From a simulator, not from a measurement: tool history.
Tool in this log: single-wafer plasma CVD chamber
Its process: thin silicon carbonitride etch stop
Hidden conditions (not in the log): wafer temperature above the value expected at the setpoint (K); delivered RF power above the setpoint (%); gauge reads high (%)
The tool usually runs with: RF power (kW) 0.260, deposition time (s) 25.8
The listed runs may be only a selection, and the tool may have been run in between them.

| run | day | RF power (kW) | deposition time (s) | wafers since the last listed run | hours since the last thermocouple change | hours since the last RF generator calibration | hours since the showerhead was replaced | hours since the gauge calibration | read-back reference wafer on the same gauge, thickness_nm | mean film thickness on the monitor wafer (Å) |
|---|---|---|---|---|---|---|---|---|---|---|
| 1 | 0.000 | 0.260 | 25.8 | 0 | 1583.2 | 1932.6 | 5383.9 | 250.3 | 16.901 | 164.40 |
|  | 0.575 | gauge calibrated |
| 2 | 0.683 | 0.260 | 25.8 | 243 | 1599.6 | 1949.0 | 5400.3 | 2.6 | 16.901 | 163.83 |
| 3 | 1.233 | 0.280 | 25.8 | 196 | 1612.8 | 1962.2 | 5413.5 | 15.8 | 16.896 | 166.64 |
| 4 | 1.783 | 0.280 | 25.8 | 196 | 1626.0 | 1975.4 | 5426.7 | 29.0 | 16.898 | 166.15 |
| 5 | 2.383 | 0.260 | 25.8 | 214 | 1640.4 | 1989.8 | 5441.1 | 43.4 | 16.900 | 163.97 |
| 6 | 2.708 | 0.245 | 25.8 | 115 | 1648.2 | 1997.6 | 5448.9 | 51.2 | 16.905 | 162.74 |
| 7 | 3.392 | 0.245 | 25.8 | 243 | 1664.6 | 2014.0 | 5465.3 | 67.6 | 16.901 | 162.58 |
| 8 | 3.746 | 0.260 | 25.8 | 126 | 1673.1 | 2022.5 | 5473.8 | 76.1 | 16.901 | 164.00 |
| 9 | 4.346 | 0.260 | 25.8 | 214 | 1687.5 | 2036.9 | 5488.2 | 90.5 | 16.894 | 164.27 |
| 10 | 5.796 | 0.260 | 24.3 | 517 | 1722.3 | 2071.7 | 5523.0 | 125.3 | 16.896 | 154.75 |
| 11 | 6.388 | 0.260 | 24.3 | 211 | 1736.5 | 2085.9 | 5537.2 | 139.5 | 16.901 | 154.74 |
| 12 | 6.679 | 0.260 | 24.3 | 104 | 1743.5 | 2092.9 | 5544.2 | 146.5 | 16.901 | 155.02 |
| 13 | 7.108 | 0.260 | 25.8 | 153 | 1753.8 | 2103.2 | 5554.5 | 156.8 | 16.902 | 164.28 |
| 14 | 7.767 | 0.260 | 25.8 | 234 | 1769.6 | 2119.0 | 5570.3 | 172.6 | 16.904 | 164.08 |
| 15 | 8.250 | 0.235 | 21.4 | 172 | 1781.2 | 2130.6 | 5581.9 | 184.2 | 16.899 | 133.95 |
| 16 | 8.542 | 0.260 | 25.8 | 104 | 1788.2 | 2137.6 | 5588.9 | 191.2 | 16.897 | 164.18 |
|  | 9.621 | showerhead replaced |
|  | 9.750 | thermocouple changed; heater temperature recalibrated |
|  | 9.775 | RF generator calibrated |
| 17 | 10.375 | 0.275 | 30.1 | 480 | 15.0 | 14.4 | 18.1 | 235.2 | 16.904 | 193.61 |
| 18 | 10.975 | 0.260 | 25.8 | 214 | 29.4 | 28.8 | 32.5 | 249.6 | 16.900 | 164.48 |
| 19 | 11.679 | 0.285 | 22.6 | 251 | 46.3 | 45.7 | 49.4 | 266.5 | 16.896 | 146.47 |
|  | 11.738 | gauge calibrated |
| 20 | 12.258 | 0.235 | 24.4 | 206 | 60.2 | 59.6 | 63.3 | 12.5 | 16.899 | 152.40 |
| 21 | 12.900 | 0.260 | 28.0 | 228 | 75.6 | 75.0 | 78.7 | 27.9 | 16.900 | 178.41 |
| 22 | 13.346 | 0.260 | 24.3 | 159 | 86.3 | 85.7 | 89.4 | 38.6 | 16.903 | 154.32 |
| 23 | 14.042 | 0.235 | 28.1 | 248 | 103.0 | 102.4 | 106.1 | 55.3 | 16.903 | 175.35 |
| 24 | 14.400 | 0.260 | 25.8 | 127 | 111.6 | 111.0 | 114.7 | 63.9 | 16.898 | 164.29 |
| 25 | 16.279 | 0.280 | 23.2 | 670 | 156.7 | 156.1 | 159.8 | 109.0 | 16.897 | 149.64 |
| 26 | 16.850 | 0.285 | 21.9 | 203 | 170.4 | 169.8 | 173.5 | 122.7 | 16.901 | 141.90 |

Here are 4 independent what-if runs from the current tool condition. What would each one return?
| A | 16.867 | 0.260 | 25.8 | 5 | 170.8 | 170.2 | 173.9 | 123.1 | ? | ? |
| B | 16.867 | 0.245 | 28.4 | 5 | 170.8 | 170.2 | 173.9 | 123.1 | ? | ? |
| C | 16.867 | 0.215 | 28.6 | 5 | 170.8 | 170.2 | 173.9 | 123.1 | ? | ? |
| D | 16.867 | 0.240 | 20.9 | 5 | 170.8 | 170.2 | 173.9 | 123.1 | ? | ? |

| run | read-back reference wafer on the same gauge, thickness_nm | mean film thickness on the monitor wafer (Å) |
|---|---|---|
| A | 16.895 | 164.35 |
| B | 16.895 | 179.07 |
| C | 16.895 | 176.46 |
| D | 16.895 | 131.32 |
Had the tool no hidden state, the same runs would have come out as:
| run | mean film thickness on the monitor wafer (Å) |
|---|---|
| A | 164.35 |
| B | 179.07 |
| C | 176.46 |
| D | 131.32 |

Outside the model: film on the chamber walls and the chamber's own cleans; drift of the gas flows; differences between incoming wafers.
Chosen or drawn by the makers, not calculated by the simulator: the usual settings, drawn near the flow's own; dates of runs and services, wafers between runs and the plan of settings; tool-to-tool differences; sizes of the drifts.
